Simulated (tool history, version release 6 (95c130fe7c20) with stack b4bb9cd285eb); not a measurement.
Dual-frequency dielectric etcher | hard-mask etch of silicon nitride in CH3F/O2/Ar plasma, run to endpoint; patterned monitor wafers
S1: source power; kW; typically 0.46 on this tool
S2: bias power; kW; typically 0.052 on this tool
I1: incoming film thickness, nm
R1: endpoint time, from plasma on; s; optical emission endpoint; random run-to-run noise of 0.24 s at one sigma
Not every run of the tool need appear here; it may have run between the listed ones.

Run 1, hour 0: usual settings; I1 29.09. Result: R1 48.8 s.
Run 2, hour 14.7: usual settings; I1 29.14. Result: R1 49.2 s.
Run 3, hour 24.8: usual settings but S2 0.044 kW; I1 29.15. Result: R1 51.4 s.
Run 4, hour 32.9: usual settings but S1 0.49 kW; I1 28.92. Result: R1 47.8 s.
Run 5, hour 75.5: usual settings but S1 0.49 kW; I1 29.41. Result: R1 49 s.
Run 6, hour 92.8: usual settings but S1 0.55 kW, S2 0.058 kW; I1 28.78. Result: R1 44.9 s.
At hour 112.7: bias power generator calibrated.
At hour 127.6: wet clean of the chamber.
At hour 145.7: upper electrode replaced.
Run 7, hour 146.2: usual settings but S1 0.55 kW, S2 0.058 kW; I1 28.84. Result: R1 43.6 s.
Run 8, hour 146.5: usual settings; I1 29.04. Result: R1 48.4 s.
Run 9, hour 146.9: usual settings; I1 29.08. Result: R1 48.2 s.
Run 10, hour 147.2: usual settings but S1 0.5 kW, S2 0.04 kW; I1 29.12. Result: R1 49.8 s.
At hour 169.2: source power generator calibrated.
Run 11, hour 185.7: usual settings but S1 0.43 kW, S2 0.043 kW; I1 29.12. Result: R1 52.4 s.
Run 12, hour 193.4: usual settings but S1 0.51 kW, S2 0.044 kW; I1 29.13. Result: R1 48 s.
Run 13, hour 209.3: usual settings but S1 0.38 kW, S2 0.047 kW; I1 29.08. Result: R1 54.5 s.
Run 14, hour 219.1: usual settings; I1 29.06. Result: R1 48.4 s.
Run 15, hour 232.1: usual settings; I1 29.03. Result: R1 48.5 s.
Run 16, hour 247.7: usual settings but S1 0.43 kW; I1 29.22. Result: R1 50.4 s.

Table of differences, measured result less the result of that run with no hidden state. Run-to-run variation is the same in both. Gauge scatter possibly is not:
Hidden conditions of the tool in this case: etch rate over this chamber's usual, %; source power that arrives over what is set, %; bias power that arrives over what is set, %.
run    R1
  1  +1.2
  2  +1.3
  3  +1.4
  4  +1.4
  5  +1.6
  6  +1.6
  7  +0.4
  8  +0.5
  9  +0.5
 10  +0.5
 11  +0.7
 12  +0.7
 13  +0.9
 14  +0.8
 15  +0.9
 16    +1
